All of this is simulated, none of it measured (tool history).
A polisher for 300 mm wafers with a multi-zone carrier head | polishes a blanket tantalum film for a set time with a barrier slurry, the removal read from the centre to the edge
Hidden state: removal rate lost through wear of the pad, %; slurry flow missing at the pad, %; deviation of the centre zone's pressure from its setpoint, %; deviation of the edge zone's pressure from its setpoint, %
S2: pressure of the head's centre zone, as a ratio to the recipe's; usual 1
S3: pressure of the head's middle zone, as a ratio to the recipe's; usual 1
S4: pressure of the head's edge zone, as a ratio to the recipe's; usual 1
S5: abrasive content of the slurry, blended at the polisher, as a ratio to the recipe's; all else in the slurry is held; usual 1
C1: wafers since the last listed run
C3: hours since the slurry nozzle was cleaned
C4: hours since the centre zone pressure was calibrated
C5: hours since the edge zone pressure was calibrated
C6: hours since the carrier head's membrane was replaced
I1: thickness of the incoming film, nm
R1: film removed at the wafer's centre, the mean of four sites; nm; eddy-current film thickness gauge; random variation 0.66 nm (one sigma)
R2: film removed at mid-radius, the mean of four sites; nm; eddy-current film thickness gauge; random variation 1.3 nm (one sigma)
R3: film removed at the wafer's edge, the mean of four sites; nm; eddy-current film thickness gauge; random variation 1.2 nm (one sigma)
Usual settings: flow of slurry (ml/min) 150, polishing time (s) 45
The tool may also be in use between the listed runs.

run 1 hour=0 | flow_of_slurry_(ml/min)=150 S2=1 S3=1 S4=1 S5=1 polishing_time_(s)=45 | C1=0 wafers_polished_on_this_pad=994 C3=417.8 C4=37.1 C5=558.9 C6=154.1 | I1=248.9 | R1=104.1 R2=103 R3=102.9
run 2 hour=24.1 | flow_of_slurry_(ml/min)=150 S2=1 S3=1 S4=1 S5=1 polishing_time_(s)=45 | C1=238 wafers_polished_on_this_pad=1233 C3=441.9 C4=61.2 C5=583 C6=178.2 | I1=249.5 | R1=103.3 R2=103.1 R3=102.2
run 3 hour=45.2 | flow_of_slurry_(ml/min)=150 S2=1 S3=1 S4=1 S5=1 polishing_time_(s)=45 | C1=208 wafers_polished_on_this_pad=1442 C3=463 C4=82.3 C5=604.1 C6=199.3 | I1=251.6 | R1=103.5 R2=101.1 R3=100
run 4 hour=71.1 | flow_of_slurry_(ml/min)=195 S2=0.93 S3=1 S4=0.92 S5=0.9 polishing_time_(s)=45 | C1=256 wafers_polished_on_this_pad=1698 C3=488.9 C4=108.2 C5=630 C6=225.2 | I1=251.9 | R1=98 R2=100.1 R3=99.8
run 5 hour=104.1 | flow_of_slurry_(ml/min)=150 S2=1 S3=1 S4=1.08 S5=1 polishing_time_(s)=45 | C1=326 wafers_polished_on_this_pad=2024 C3=521.9 C4=141.2 C5=663 C6=258.2 | I1=246 | R1=104.1 R2=103.7 R3=104.6
-- hour=123.8 slurry nozzle cleaned
run 6 hour=127.2 | flow_of_slurry_(ml/min)=150 S2=1 S3=1 S4=1 S5=0.85 polishing_time_(s)=45 | C1=218 wafers_polished_on_this_pad=2243 C3=3.4 C4=164.3 C5=686.1 C6=281.3 | I1=247.9 | R1=97.9 R2=98.4 R3=95.5
-- hour=145.8 worn pad replaced by a new one
run 7 hour=184.2 | flow_of_slurry_(ml/min)=150 S2=1 S3=1 S4=1 S5=1 polishing_time_(s)=45 | C1=524 wafers_polished_on_this_pad=380 C3=60.4 C4=221.3 C5=743.1 C6=338.3 | I1=250.6 | R1=102.4 R2=102.8 R3=102.5
run 8 hour=208.3 | flow_of_slurry_(ml/min)=150 S2=1.11 S3=1 S4=1 S5=1 polishing_time_(s)=45 | C1=238 wafers_polished_on_this_pad=618 C3=84.5 C4=245.4 C5=767.2 C6=362.4 | I1=249.9 | R1=109.8 R2=104 R3=102.3
-- hour=235.6 edge zone pressure recalibrated
run 9 hour=242.1 | flow_of_slurry_(ml/min)=150 S2=0.94 S3=1 S4=1 S5=1 polishing_time_(s)=30 | C1=314 wafers_polished_on_this_pad=933 C3=118.3 C4=279.2 C5=6.5 C6=396.2 | I1=246.8 | R1=65.2 R2=68 R3=68.9
run 10 hour=273.6 | flow_of_slurry_(ml/min)=165 S2=1 S3=1 S4=1 S5=1 polishing_time_(s)=30 | C1=311 wafers_polished_on_this_pad=1244 C3=149.8 C4=310.7 C5=38 C6=427.7 | I1=246.3 | R1=68.3 R2=68.1 R3=68.3
run 11 hour=304.5 | flow_of_slurry_(ml/min)=150 S2=1 S3=1 S4=0.93 S5=1 polishing_time_(s)=40 | C1=305 wafers_polished_on_this_pad=1550 C3=180.7 C4=341.6 C5=68.9 C6=458.6 | I1=249.4 | R1=89.9 R2=90.7 R3=89.2
run 12 hour=324.3 | flow_of_slurry_(ml/min)=105 S2=1 S3=1.06 S4=1 S5=1 polishing_time_(s)=45 | C1=195 wafers_polished_on_this_pad=1746 C3=200.5 C4=361.4 C5=88.7 C6=478.4 | I1=253.7 | R1=94.5 R2=101.2 R3=97.6
run 13 hour=343 | flow_of_slurry_(ml/min)=150 S2=0.95 S3=1 S4=1 S5=0.9 polishing_time_(s)=45 | C1=185 wafers_polished_on_this_pad=1931 C3=219.2 C4=380.1 C5=107.4 C6=497.1 | I1=254.6 | R1=93.6 R2=99.8 R3=98.2
run 14 hour=378.5 | flow_of_slurry_(ml/min)=170 S2=1 S3=1.05 S4=1 S5=1 polishing_time_(s)=45 | C1=351 wafers_polished_on_this_pad=2282 C3=254.7 C4=415.6 C5=142.9 C6=532.6 | I1=247.9 | R1=101.9 R2=108.5 R3=103.2
-- hour=400.9 worn pad replaced by a new one
run 15 hour=407.8 | flow_of_slurry_(ml/min)=150 S2=1 S3=1 S4=1 S5=0.75 polishing_time_(s)=32 | C1=250 wafers_polished_on_this_pad=68 C3=284 C4=444.9 C5=172.2 C6=561.9 | I1=248.6 | R1=63.1 R2=66.4 R3=67.3
run 16 hour=441.8 | flow_of_slurry_(ml/min)=150 S2=1 S3=1.04 S4=1 S5=0.8 polishing_time_(s)=45 | C1=336 wafers_polished_on_this_pad=404 C3=318 C4=478.9 C5=206.2 C6=595.9 | I1=248.2 | R1=91.3 R2=98.8 R3=94.6
run 17 hour=461.4 | flow_of_slurry_(ml/min)=165 S2=1 S3=1 S4=1 S5=1 polishing_time_(s)=45 | C1=193 wafers_polished_on_this_pad=598 C3=337.6 C4=498.5 C5=225.8 C6=615.5 | I1=249.6 | R1=98.4 R2=104 R3=102.5
run 18 hour=484.2 | flow_of_slurry_(ml/min)=150 S2=1 S3=1 S4=1 S5=1 polishing_time_(s)=38 | C1=225 wafers_polished_on_this_pad=824 C3=360.4 C4=521.3 C5=248.6 C6=638.3 | I1=249.9 | R1=82.3 R2=89 R3=85.8
-- hour=507.7 centre zone pressure recalibrated
run 19 hour=517.2 | flow_of_slurry_(ml/min)=150 S2=1 S3=0.88 S4=1 S5=1 polishing_time_(s)=34 | C1=306 wafers_polished_on_this_pad=1131 C3=393.4 C4=9.5 C5=281.6 C6=671.3 | I1=245.2 | R1=78.4 R2=71.5 R3=78.3

Forecast run 20:
run 20 hour=530.4 | flow_of_slurry_(ml/min)=100 S2=1.11 S3=1 S4=1 S5=1.15 polishing_time_(s)=45 | C1=130 wafers_polished_on_this_pad=1261 C3=406.6 C4=22.7 C5=294.8 C6=684.5 | I1=250.8 | R1=? R2=? R3=?

{"run 20": {"R1": 112.2, "R2": 102.9, "R3": 102.4}}
Without the tool's hidden state the same run would have given R1 112.3 nm, R2 102.9 nm, R3 102.4 nm.
